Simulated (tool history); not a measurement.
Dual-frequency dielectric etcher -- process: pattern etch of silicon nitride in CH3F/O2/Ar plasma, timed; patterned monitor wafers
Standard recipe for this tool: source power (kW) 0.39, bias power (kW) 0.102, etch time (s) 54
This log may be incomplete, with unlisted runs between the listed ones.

run    hour  source power (kW)  bias power (kW)  etch time (s)  wafers since the last listed run  hours since the last wet clean  hours since the last source power generator calibration  hours since the last bias power generator calibration  hours since the last upper electrode change  hours since the gauge calibration  read-back reference wafer on the same gauge, depth_nm  mean etch depth across the wafer (angstrom)
  1       0               0.39            0.102           66.5                                 0                           379.7                                                   2728.3                                                   44.8                                       2204.9                              742.9                                                  38.42                                        502.7
  2    41.7               0.39            0.102             54                               637                           421.4                                                     2770                                                   86.5                                       2246.6                              784.6                                                  38.41                                          407
  3    75.9               0.39            0.102             54                               522                           455.6                                                   2804.2                                                  120.7                                       2280.8                              818.8                                                  38.38                                        407.3
      126.6  -- wet clean of the chamber
  4   127.1               0.39            0.102             54                               415                             0.5                                                   2855.4                                                  171.9                                         2332                                870                                                  38.42                                        415.8
  5   165.5               0.39            0.102             54                               587                            38.9                                                   2893.8                                                  210.3                                       2370.4                              908.4                                                  38.41                                        412.3
  6   225.7               0.39            0.102             54                               920                            99.1                                                     2954                                                  270.5                                       2430.6                              968.6                                                  38.42                                          414
  7   260.4               0.39            0.102             54                               530                           133.8                                                   2988.7                                                  305.2                                       2465.3                             1003.3                                                  38.37                                        412.3
  8   313.5               0.39            0.102             54                               811                           186.9                                                   3041.8                                                  358.3                                       2518.4                             1056.4                                                  38.46                                        412.6
  9   377.8               0.39            0.118             54                               983                           251.2                                                   3106.1                                                  422.6                                       2582.7                             1120.7                                                  38.35                                        439.4
        384  -- source power generator calibrated
 10   431.9               0.39            0.095             54                               765                           305.3                                                     47.9                                                  476.7                                       2636.8                             1174.8                                                  38.39                                        401.5
      437.8  -- gauge calibrated
 11   471.4               0.33            0.092             67                               603                           344.8                                                     87.4                                                  516.2                                       2676.3                               33.6                                                  38.41                                        466.5
 12   506.4               0.39            0.083           68.5                               535                           379.8                                                    122.4                                                  551.2                                       2711.3                               68.6                                                   38.4                                        481.7
 13   559.3               0.39            0.078             65                               808                           432.7                                                    175.3                                                  604.1                                       2764.2                              121.5                                                   38.4                                        444.4
      615.6  -- wet clean of the chamber
        641  -- upper electrode replaced
 14   641.5               0.39            0.102             54                               522                            25.9                                                    257.5                                                  686.3                                          0.5                              203.7                                                  38.39                                        417.2
 15   659.4               0.39            0.102             54                               273                            43.8                                                    275.4                                                  704.2                                         18.4                              221.6                                                  38.39                                          416
 16   726.1               0.39            0.102             54                              1019                           110.5                                                    342.1                                                  770.9                                         85.1                              288.3                                                  38.42                                        415.9
 17   786.2               0.39            0.087             54                               918                           170.6                                                    402.2                                                    831                                        145.2                              348.4                                                  38.41                                        387.5
 18   832.3               0.44            0.102             54                               704                           216.7                                                    448.3                                                  877.1                                        191.3                              394.5                                                  38.45                                        428.3
 19   901.1               0.33            0.092             67                              1051                           285.5                                                    517.1                                                  945.9                                        260.1                              463.3                                                  38.41                                        468.5
 20   944.1               0.39            0.102             54                               657                           328.5                                                    560.1                                                  988.9                                        303.1                              506.3                                                  38.37                                        413.2
 21   978.2               0.31            0.115             54                               521                           362.6                                                    594.2                                                   1023                                        337.2                              540.4                                                  38.39                                        404.6
 22    1024               0.39            0.102           43.5                               700                           408.4                                                      640                                                 1068.8                                          383                              586.2                                                  38.41                                          333
 23  1086.3               0.39            0.102             54                               952                           470.7                                                    702.3                                                 1131.1                                        445.3                              648.5                                                  38.46                                        413.7
     1151.3  -- wet clean of the chamber
 24  1151.8               0.45            0.117             67                               634                             0.5                                                    767.8                                                 1196.6                                        510.8                                714                                                  38.41                                        571.7
 25  1176.3               0.39            0.102             54                               374                              25                                                    792.3                                                 1221.1                                        535.3                              738.5                                                  38.43                                        418.1
 26  1231.3               0.45            0.086             42                               840                              80                                                    847.3                                                 1276.1                                        590.3                              793.5                                                  38.41                                        315.9
 27  1264.7                0.3            0.102           69.5                               510                           113.4                                                    880.7                                                 1309.5                                        623.7                              826.9                                                  38.42                                        498.1
 28  1295.8               0.32            0.088             54                               475                           144.5                                                    911.8                                                 1340.6                                        654.8                                858                                                   38.4                                          370
 29  1324.4               0.39            0.102             54                               437                           173.1                                                    940.4                                                 1369.2                                        683.4                              886.6                                                   38.4                                        415.6
 30  1379.7               0.29            0.121           62.5                               845                           228.4                                                    995.7                                                 1424.5                                        738.7                              941.9                                                  38.42                                        471.2

Results per run with the tool's hidden condition removed, run-to-run variation unchanged:
The tool's hidden condition here consists of: etch rate over this chamber's usual, %; source power that arrives over what is set, %; bias power that arrives over what is set, %; gauge reads high (%).
run  mean etch depth across the wafer (angstrom)
  1                                        511.3
  2                                        414.4
  3                                        415.1
  4                                          416
  5                                        412.9
  6                                        415.3
  7                                        413.9
  8                                        414.8
  9                                        442.4
 10                                        404.8
 11                                        470.8
 12                                        486.6
 13                                        449.5
 14                                        416.1
 15                                        415.1
 16                                        415.7
 17                                          388
 18                                        429.3
 19                                        470.4
 20                                        415.3
 21                                          407
 22                                        335.4
 23                                        417.3
 24                                        568.7
 25                                        416.3
 26                                          315
 27                                          497
 28                                        369.5
 29                                        415.3
 30                                        471.3

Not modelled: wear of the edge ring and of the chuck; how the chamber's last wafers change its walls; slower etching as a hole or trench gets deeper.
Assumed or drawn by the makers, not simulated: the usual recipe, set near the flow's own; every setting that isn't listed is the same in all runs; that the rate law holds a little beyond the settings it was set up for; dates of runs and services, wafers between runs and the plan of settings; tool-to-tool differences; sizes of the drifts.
